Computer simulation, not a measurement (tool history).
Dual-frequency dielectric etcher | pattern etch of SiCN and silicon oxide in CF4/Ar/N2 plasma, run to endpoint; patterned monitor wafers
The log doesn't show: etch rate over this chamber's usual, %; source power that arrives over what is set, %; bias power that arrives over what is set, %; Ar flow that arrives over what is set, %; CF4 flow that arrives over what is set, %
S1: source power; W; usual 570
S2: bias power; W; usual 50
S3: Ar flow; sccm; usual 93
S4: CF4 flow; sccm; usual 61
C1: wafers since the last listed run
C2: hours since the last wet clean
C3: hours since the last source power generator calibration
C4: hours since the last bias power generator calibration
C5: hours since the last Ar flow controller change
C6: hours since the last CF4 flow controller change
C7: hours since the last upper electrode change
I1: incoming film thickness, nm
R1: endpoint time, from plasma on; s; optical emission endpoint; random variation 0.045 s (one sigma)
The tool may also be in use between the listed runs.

run   hour   S1  S2   S3  S4   C1     C2      C3      C4      C5      C6      C7    I1    R1
  1      0  570  50   93  61    0  343.5  4920.7  2114.6  4836.8  3216.1  4274.9  8.91   9.9
  2   25.7  570  50   93  61  270  369.2  4946.4  2140.3  4862.5  3241.8  4300.6  8.83   9.9
  3   43.6  570  50   93  61  188  387.1  4964.3  2158.2  4880.4  3259.7  4318.5  8.95   9.9
  4   72.6  570  50   93  61  305  416.1  4993.3  2187.2  4909.4  3288.7  4347.5  8.84   9.8
  5   90.1  570  50   93  61  184  433.6  5010.8  2204.7  4926.9  3306.2    4365  8.91   9.9
  6  162.5  570  50   93  61  762    506  5083.2  2277.1  4999.3  3378.6  4437.4  8.89   9.9
  7  179.3  570  50   93  61  176  522.8    5100  2293.9  5016.1  3395.4  4454.2  8.94    10
     203.7  -- bias power generator calibrated
  8  206.6  570  50   93  61  245  550.1  5127.3     2.9  5043.4  3422.7  4481.5  8.81    10
     214.1  -- Ar flow controller replaced
     233.5  -- wet clean of the chamber
  9  241.5  570  50   93  61  100      8  5162.2    37.8    27.4  3457.6  4516.4  9.07   9.7
     289.9  -- source power generator calibrated
     346.2  -- upper electrode replaced
 10  346.7  570  50   93  61  812  113.2    56.8     143   132.6  3562.8     0.5  8.95   9.7
 11  349.1  570  50   93  61   25  115.6    59.2   145.4     135  3565.2     2.9  8.99   9.7
 12  384.8  570  50   93  61  375  151.3    94.9   181.1   170.7  3600.9    38.6  8.85   9.5
 13  414.6  670  50   93  71  313  181.1   124.7   210.9   200.5  3630.7    68.4  8.87   8.2
 14  437.7  570  39   93  48  243  204.2   147.8     234   223.6  3653.8    91.5  8.95  11.2
 15  454.7  650  38   93  61  178  221.2   164.8     251   240.6  3670.8   108.5  8.95   9.5
 16  489.9  570  50   77  61  370  256.4     200   286.2   275.8    3706   143.7  8.92   9.4
 17  508.3  570  50   93  61  193  274.8   218.4   304.6   294.2  3724.4   162.1  8.83   9.6
     534.8  -- CF4 flow controller replaced
 18  535.3  570  50   93  61  221  301.8   245.4   331.6   321.2     0.5   189.1  8.95   9.8
 19  560.9  570  57   93  50  269  327.4     271   357.2   346.8    26.1   214.7  8.93   9.8
 20  595.7  570  50   85  53  366  362.2   305.8     392   381.6    60.9   249.5  8.96  10.1
 21  609.2  570  50   93  61  142  375.7   319.3   405.5   395.1    74.4     263  8.88   9.8
 22  632.4  490  54   93  61  244  398.9   342.5   428.7   418.3    97.6   286.2  8.89  10.7
 23    648  570  44   93  61  164  414.5   358.1   444.3   433.9   113.2   301.8  8.89  10.1
 24  682.9  450  50   93  61  367  449.4     393   479.2   468.8   148.1   336.7  8.91  11.8
 25  707.2  570  50  109  61  255  473.7   417.3   503.5   493.1   172.4     361  8.97  10.1

Hidden state at the last listed run before each entry between runs and at the first one after, where it differs:
Between runs 7 and 8: bias power generator calibrated (hour 203.7)
  etch rate over this chamber's usual, %: -4.78 -> -5
  measured less the result without the state, R1: +0.4 -> +0.5 s
Between runs 8 and 9: Ar flow controller replaced (hour 214.1); wet clean of the chamber (hour 233.5)
  etch rate over this chamber's usual, %: -5 -> 0.613
  measured less the result without the state, R1: +0.5 -> +0 s
Between runs 9 and 10: source power generator calibrated (hour 289.9); upper electrode replaced (hour 346.2)
  etch rate over this chamber's usual, %: 0.613 -> -0.218
  measured less the result without the state, R1: +0 -> +0 s
Between runs 17 and 18: CF4 flow controller replaced (hour 534.8)
  etch rate over this chamber's usual, %: -1.49 -> -1.71
  measured less the result without the state, R1: +0.1 -> +0.1 s

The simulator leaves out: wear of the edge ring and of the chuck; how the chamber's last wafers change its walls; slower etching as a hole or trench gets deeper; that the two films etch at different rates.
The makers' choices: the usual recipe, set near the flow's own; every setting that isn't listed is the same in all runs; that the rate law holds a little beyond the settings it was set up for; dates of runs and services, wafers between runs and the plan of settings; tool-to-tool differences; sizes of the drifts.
